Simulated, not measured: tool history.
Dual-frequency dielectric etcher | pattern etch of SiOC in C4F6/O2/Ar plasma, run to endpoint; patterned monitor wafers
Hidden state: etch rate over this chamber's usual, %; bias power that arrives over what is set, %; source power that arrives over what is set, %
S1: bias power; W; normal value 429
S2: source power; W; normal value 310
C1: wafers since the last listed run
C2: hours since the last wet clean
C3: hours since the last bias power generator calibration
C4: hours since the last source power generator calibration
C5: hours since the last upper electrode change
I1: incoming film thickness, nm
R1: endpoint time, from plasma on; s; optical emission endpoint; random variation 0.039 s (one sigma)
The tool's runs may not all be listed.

run,hour,S1,S2,C1,C2,C3,C4,C5,I1,R1
1,0,429,310,0,32,1543.5,2634.5,4920.8,28.46,10.7
2,54.6,429,310,677,86.6,1598.1,2689.1,4975.4,28.34,10.8
3,152.8,429,310,1217,184.8,1696.3,2787.3,5073.6,28.87,11.1
4,208.1,349,370,685,240.1,1751.6,2842.6,5128.9,28.45,10.9
5,255.1,349,370,582,287.1,1798.6,2889.6,5175.9,28.47,10.9
# hour 307.5: wet clean of the chamber
6,308,429,270,358,0.5,1851.5,2942.5,5228.8,28.56,11.4
7,403.1,429,270,1179,95.6,1946.6,3037.6,5323.9,28.49,11.5
# hour 493.3: bias power generator calibrated
8,494.5,429,270,1083,187,1.2,3129,5415.3,28.76,11.7
9,573.7,429,310,982,266.2,80.4,3208.2,5494.5,28.65,11.1
# hour 645.8: wet clean of the chamber
10,659,429,330,760,13.2,165.7,3293.5,5579.8,28.16,10.4
# hour 670.7: source power generator calibrated
# hour 751.9: upper electrode replaced, of another model than before
11,953.1,429,310,3299,307.3,459.8,282.4,201.2,28.69,11.2
# hour 1025.4: wet clean of the chamber
12,1025.9,429,310,605,0.5,532.6,355.2,274,28.61,10.6
13,1051.3,345,340,314,25.9,558,380.6,299.4,28.54,11.7
14,1119.2,429,370,841,93.8,625.9,448.5,367.3,28.56,10.2
15,1174.1,528,330,680,148.7,680.8,503.4,422.2,28.44,9.6
16,1275.2,429,350,1253,249.8,781.9,604.5,523.3,28.65,10.6
17,1366.9,392,270,1137,341.5,873.6,696.2,615,28.53,12.1
# hour 1431.6: wet clean of the chamber
18,1432.1,429,240,510,0.5,938.8,761.4,680.2,28.36,11.6
19,1464.7,384,260,404,33.1,971.4,794,712.8,28.24,11.9

Hidden condition of the tool, last listed run before each entry between runs versus first listed run after:
Run 5 -> run 6: wet clean of the chamber (hour 307.5)
  etch rate over this chamber's usual, %: -3.05 -> -0.109
  measured value less the no-hidden-state value, R1: +0.3 -> +0 s
Run 7 -> run 8: bias power generator calibrated (hour 493.3)
  etch rate over this chamber's usual, %: -1.18 -> -2.21
  measured value less the no-hidden-state value, R1: +0.1 -> +0.3 s
Run 9 -> run 10: wet clean of the chamber (hour 645.8)
  etch rate over this chamber's usual, %: -3.11 -> -0.309
  measured value less the no-hidden-state value, R1: +0.4 -> +0.1 s
Run 10 -> run 11: source power generator calibrated (hour 670.7); upper electrode replaced, of another model than before (hour 751.9)
  etch rate over this chamber's usual, %: -0.309 -> -3.63
  measured value less the no-hidden-state value, R1: +0.1 -> +0.4 s
Run 11 -> run 12: wet clean of the chamber (hour 1025.4)
  etch rate over this chamber's usual, %: -3.63 -> 0.452
  measured value less the no-hidden-state value, R1: +0.4 -> -0.1 s
Run 17 -> run 18: wet clean of the chamber (hour 1431.6)
  etch rate over this chamber's usual, %: -3.4 -> 0.0519
  measured value less the no-hidden-state value, R1: +0.4 -> +0 s
